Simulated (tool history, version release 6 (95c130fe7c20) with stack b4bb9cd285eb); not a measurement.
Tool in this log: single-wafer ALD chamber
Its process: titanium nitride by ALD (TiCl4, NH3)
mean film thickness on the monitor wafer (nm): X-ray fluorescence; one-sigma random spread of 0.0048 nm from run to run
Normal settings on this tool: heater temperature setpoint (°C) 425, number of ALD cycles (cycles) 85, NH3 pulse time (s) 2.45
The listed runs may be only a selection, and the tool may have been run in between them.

run    hour  heater temperature setpoint (°C)  number of ALD cycles (cycles)  NH3 pulse time (s)  read-back reference wafer on the same gauge, thickness_nm  mean film thickness on the monitor wafer (nm)
  1     0.0                               425                             85                2.45                                                      1.690                                          2.107
  2   231.6                               433                             85                2.45                                                      1.693                                          2.112
  3   329.4                               425                             85                2.45                                                      1.696                                          2.110
  4   433.0                               425                             85                2.22                                                      1.697                                          2.105
  5   509.2                               414                             85                1.91                                                      1.695                                          2.098
  6   594.1                               414                             85                1.91                                                      1.699                                          2.093
  7   659.9                               414                             85                1.91                                                      1.701                                          2.098
  8   723.7                               425                             85                2.45                                                      1.700                                          2.119
  9   778.7                               425                             85                2.45                                                      1.703                                          2.120
 10   880.8                               425                             85                2.45                                                      1.704                                          2.120
 11   943.2                               425                             85                2.09                                                      1.705                                          2.111
 12  1086.3                               425                             85                2.09                                                      1.707                                          2.115
     1107.4  -- thermocouple changed; heater temperature recalibrated
     1110.8  -- gauge calibrated
 13  1145.2                               435                             85                2.94                                                      1.680                                          2.099
 14  1231.2                               435                             85                2.94                                                      1.681                                          2.087
 15  1325.7                               435                             85                2.94                                                      1.681                                          2.099
 16  1410.0                               425                             85                2.45                                                      1.680                                          2.085
 17  1507.9                               425                             85                2.45                                                      1.680                                          2.092
 18  1576.8                               430                             85                2.15                                                      1.680                                          2.091
 19  1658.6                               425                             85                2.45                                                      1.680                                          2.089
 20  1878.1                               425                             85                2.45                                                      1.681                                          2.090
 21  1958.6                               425                             85                2.45                                                      1.679                                          2.087
 22  2033.9                               425                             85                2.45                                                      1.682                                          2.096
 23  2140.5                               425                             85                1.86                                                      1.682                                          2.082
 24  2179.6                               425                             85                2.45                                                      1.683                                          2.092
 25  2250.6                               425                             85                2.45                                                      1.683                                          2.098
 26  2339.8                               425                             85                3.29                                                      1.685                                          2.115
 27  2392.6                               411                             85                2.01                                                      1.683                                          2.086
     2419.3  -- showerhead replaced
 28  2465.1                               439                            101                1.88                                                      1.685                                          2.478
 29  2712.6                               425                             80                2.45                                                      1.686                                          1.985
 30  2797.0                               425                             94                2.45                                                      1.689                                          2.324
 31  2897.4                               430                             85                1.47                                                      1.689                                          2.080
 32  2974.2                               421                             85                2.16                                                      1.689                                          2.104
 33  3048.5                               425                             85                2.45                                                      1.691                                          2.107
 34  3131.0                               425                             85                2.45                                                      1.692                                          2.110
 35  3180.9                               425                             85                2.45                                                      1.691                                          2.105
 36  3249.5                               425                             85                2.19                                                      1.694                                          2.098
 37  3350.3                               438                             91                3.26                                                      1.694                                          2.278
     3408.9  -- thermocouple changed; heater temperature recalibrated
 38  3441.7                               431                             85                2.45                                                      1.697                                          2.104
 39  3529.0                               421                             85                3.09                                                      1.699                                          2.115

4 ways to go on from here, each from the tool as it stands after run 39. What would each give?
  A  3529.6                               425                             85                2.45                                                          ?                                              ?
  B  3529.6                               431                             98                2.02                                                          ?                                              ?
  C  3529.6                               418                             85                2.02                                                          ?                                              ?
  D  3529.6                               420                             91                1.55                                                          ?                                              ?

run  read-back reference wafer on the same gauge, thickness_nm  mean film thickness on the monitor wafer (nm)
  A                                                      1.698                                          2.116
  B                                                      1.698                                          2.428
  C                                                      1.698                                          2.102
  D                                                      1.698                                          2.235
Without the tool's hidden state the same runs would have given:
run  mean film thickness on the monitor wafer (nm)
  A                                          2.096
  B                                          2.405
  C                                          2.082
  D                                          2.214
